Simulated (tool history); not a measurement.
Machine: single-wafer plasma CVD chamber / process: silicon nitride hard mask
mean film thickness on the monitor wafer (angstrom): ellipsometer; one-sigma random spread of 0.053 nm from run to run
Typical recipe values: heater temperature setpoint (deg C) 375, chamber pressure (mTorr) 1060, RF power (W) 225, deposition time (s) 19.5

run	day	heater temperature setpoint (deg C)	chamber pressure (mTorr)	RF power (W)	deposition time (s)	wafers since the last listed run	hours since the last thermocouple change	hours since the last RF generator calibration	hours since the last manometer calibration	hours since the showerhead was replaced	hours since the gauge calibration	read-back reference wafer on the same gauge, thickness_nm	mean film thickness on the monitor wafer (angstrom)
1	0	365	1060	225	19.5	0	1173.3	1114.2	1917.2	4961.9	458.7	17.184	144.83
2	1.021	375	1060	225	19.5	553	1197.8	1138.7	1941.7	4986.4	483.2	17.201	144.28
3	2.246	375	1060	225	19.5	664	1227.2	1168.1	1971.1	5015.8	512.6	17.191	143.73
4	3.288	375	1060	225	22.2	564	1252.2	1193.1	1996.1	5040.8	537.6	17.178	164.77
5	4.042	375	1060	225	22.2	408	1270.3	1211.2	2014.2	5058.9	555.7	17.203	164.79
6	5.092	375	1060	225	19.5	569	1295.5	1236.4	2039.4	5084.1	580.9	17.192	144.31
7	6.467	375	1060	225	19.5	745	1328.5	1269.4	2072.4	5117.1	613.9	17.193	144.12
8	7.45	375	1060	225	19.5	533	1352.1	1293	2096	5140.7	637.5	17.194	145.12
9	8.517	375	1060	255	19.5	578	1377.7	1318.6	2121.6	5166.3	663.1	17.206	152.82
10	9.512	375	1060	225	19.5	539	1401.6	1342.5	2145.5	5190.2	687	17.186	145.48
11	10.062	375	1060	225	19.5	298	1414.8	1355.7	2158.7	5203.4	700.2	17.21	143.94
12	11.188	375	1170	225	19.5	609	1441.8	1382.7	2185.7	5230.4	727.2	17.196	146.92
# day 13.017: showerhead replaced
# day 13.438: capacitance manometer re-zeroed and calibrated
13	15.546	375	1060	225	19.5	2001	1546.4	1487.3	50.6	60.7	831.8	17.189	144.19
14	18.754	375	1060	225	19.5	1739	1623.4	1564.3	127.6	137.7	908.8	17.205	144.92
# day 18.954: gauge calibrated
15	20.212	375	1060	225	19.5	790	1658.4	1599.3	162.6	172.7	30.2	17.212	144.35
16	21.129	367	1060	225	19.5	496	1680.4	1621.3	184.6	194.7	52.2	17.195	143.94
17	22.533	384	1150	235	16.7	761	1714.1	1655	218.3	228.4	85.9	17.168	127.51
# day 23.304: RF generator calibrated
18	23.942	375	1060	195	17	582	1747.9	15.3	252.1	262.2	119.7	17.208	122
# day 24.929: thermocouple changed; heater temperature recalibrated
19	25.071	375	1060	210	19.5	431	3.4	42.4	279.2	289.3	146.8	17.183	144.62
20	25.758	375	1200	225	22	372	19.9	58.9	295.7	305.8	163.3	17.191	171.59
21	26.771	388	1060	225	19.5	548	44.2	83.2	320	330.1	187.6	17.211	149.55
22	27.996	375	1060	225	19.5	664	73.6	112.6	349.4	359.5	217	17.202	149.5
23	29.2	384	1320	185	18	652	102.5	141.5	378.3	388.4	245.9	17.205	130.66
24	30.054	375	1060	225	17.4	463	123	162	398.8	408.9	266.4	17.211	132.1
25	31.238	375	1060	245	19.5	641	151.4	190.4	427.2	437.3	294.8	17.206	154.6
26	32.275	375	1060	225	17.5	562	176.3	215.3	452.1	462.2	319.7	17.203	132.28
27	33.562	375	1060	225	19.5	697	207.2	246.2	483	493.1	350.6	17.218	148.26

Pick out some run-to-run changes in mean film thickness on the monitor wafer (angstrom). Of each, how much would a tool without hidden state show as well, from the settings, what came in and chance, and how much is left for the hidden state and any gauge scatter not in both results compared?
What the log doesn't record here: wafer temperature above the value expected at the setpoint (K); delivered RF power above the setpoint (%); true pressure above the setpoint (%); gauge reads high (%).
Run 3 -> 4: deposition time (s) 19.5 -> 22.2. mean film thickness on the monitor wafer (angstrom) +21.04: hidden state -0.91, all else +21.95.
Run 17 -> 18: heater temperature setpoint (deg C) 384 -> 375, chamber pressure (mTorr) 1150 -> 1060, RF power (W) 235 -> 195, deposition time (s) 16.7 -> 17, RF generator calibrated. mean film thickness on the monitor wafer (angstrom) -5.51: hidden state +5.05, all else -10.56.
Run 18 -> 19: RF power (W) 195 -> 210, deposition time (s) 17 -> 19.5, thermocouple changed; heater temperature recalibrated. mean film thickness on the monitor wafer (angstrom) +22.62: hidden state -0.39, all else +23.01.
Run 19 -> 20: chamber pressure (mTorr) 1060 -> 1200, RF power (W) 210 -> 225, deposition time (s) 19.5 -> 22. mean film thickness on the monitor wafer (angstrom) +26.97: hidden state -0.38, all else +27.35.
